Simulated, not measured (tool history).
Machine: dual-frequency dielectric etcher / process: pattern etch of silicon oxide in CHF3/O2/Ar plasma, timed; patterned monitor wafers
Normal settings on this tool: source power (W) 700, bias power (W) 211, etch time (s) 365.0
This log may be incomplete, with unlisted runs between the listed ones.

| run | hour | source power (W) | bias power (W) | etch time (s) | wafers since the last listed run | hours since the last wet clean | hours since the last source power generator calibration | hours since the last bias power generator calibration | hours since the last upper electrode change | hours since the gauge calibration | read-back reference wafer on the same gauge, depth_nm | mean etch depth across the wafer (angstrom) |
|---|---|---|---|---|---|---|---|---|---|---|---|---|
| 1 | 0.0 | 700 | 211 | 365.0 | 0 | 257.0 | 2265.8 | 3520.4 | 5168.1 | 363.5 | 790.8 | 7902 |
| 2 | 68.1 | 700 | 211 | 365.0 | 233 | 325.1 | 2333.9 | 3588.5 | 5236.2 | 431.6 | 791.0 | 7893 |
| 3 | 99.6 | 700 | 211 | 365.0 | 108 | 356.6 | 2365.4 | 3620.0 | 5267.7 | 463.1 | 791.0 | 7887 |
|  | 142.0 | wet clean of the chamber |
| 4 | 158.3 | 700 | 211 | 365.0 | 119 | 16.3 | 2424.1 | 3678.7 | 5326.4 | 521.8 | 790.9 | 7887 |
| 5 | 221.2 | 700 | 211 | 365.0 | 215 | 79.2 | 2487.0 | 3741.6 | 5389.3 | 584.7 | 791.2 | 7876 |
| 6 | 256.5 | 700 | 211 | 365.0 | 121 | 114.5 | 2522.3 | 3776.9 | 5424.6 | 620.0 | 791.4 | 7858 |
| 7 | 301.8 | 700 | 211 | 365.0 | 155 | 159.8 | 2567.6 | 3822.2 | 5469.9 | 665.3 | 791.1 | 7858 |
| 8 | 345.5 | 700 | 211 | 365.0 | 150 | 203.5 | 2611.3 | 3865.9 | 5513.6 | 709.0 | 790.9 | 7880 |
| 9 | 369.8 | 600 | 211 | 291.0 | 83 | 227.8 | 2635.6 | 3890.2 | 5537.9 | 733.3 | 791.1 | 5948 |
| 10 | 415.2 | 700 | 211 | 365.0 | 155 | 273.2 | 2681.0 | 3935.6 | 5583.3 | 778.7 | 791.1 | 7863 |
| 11 | 475.1 | 700 | 211 | 365.0 | 205 | 333.1 | 2740.9 | 3995.5 | 5643.2 | 838.6 | 791.0 | 7875 |
| 12 | 521.8 | 700 | 188 | 365.0 | 160 | 379.8 | 2787.6 | 4042.2 | 5689.9 | 885.3 | 791.0 | 7365 |
|  | 553.5 | wet clean of the chamber |
| 13 | 585.0 | 700 | 188 | 365.0 | 134 | 31.5 | 2850.8 | 4105.4 | 5753.1 | 948.5 | 790.5 | 7349 |
| 14 | 795.5 | 850 | 211 | 468.5 | 722 | 242.0 | 3061.3 | 4315.9 | 5963.6 | 1159.0 | 791.3 | 10711 |

The next listed run, before its measurement:
| 15 | 822.0 | 780 | 211 | 365.0 | 90 | 268.5 | 3087.8 | 4342.4 | 5990.1 | 1185.5 | ? | ? |

read-back reference wafer on the same gauge, depth_nm: 791.3
mean etch depth across the wafer (angstrom): 8074
With no hidden state in the tool, this same run would have given mean etch depth across the wafer (angstrom) 8485.

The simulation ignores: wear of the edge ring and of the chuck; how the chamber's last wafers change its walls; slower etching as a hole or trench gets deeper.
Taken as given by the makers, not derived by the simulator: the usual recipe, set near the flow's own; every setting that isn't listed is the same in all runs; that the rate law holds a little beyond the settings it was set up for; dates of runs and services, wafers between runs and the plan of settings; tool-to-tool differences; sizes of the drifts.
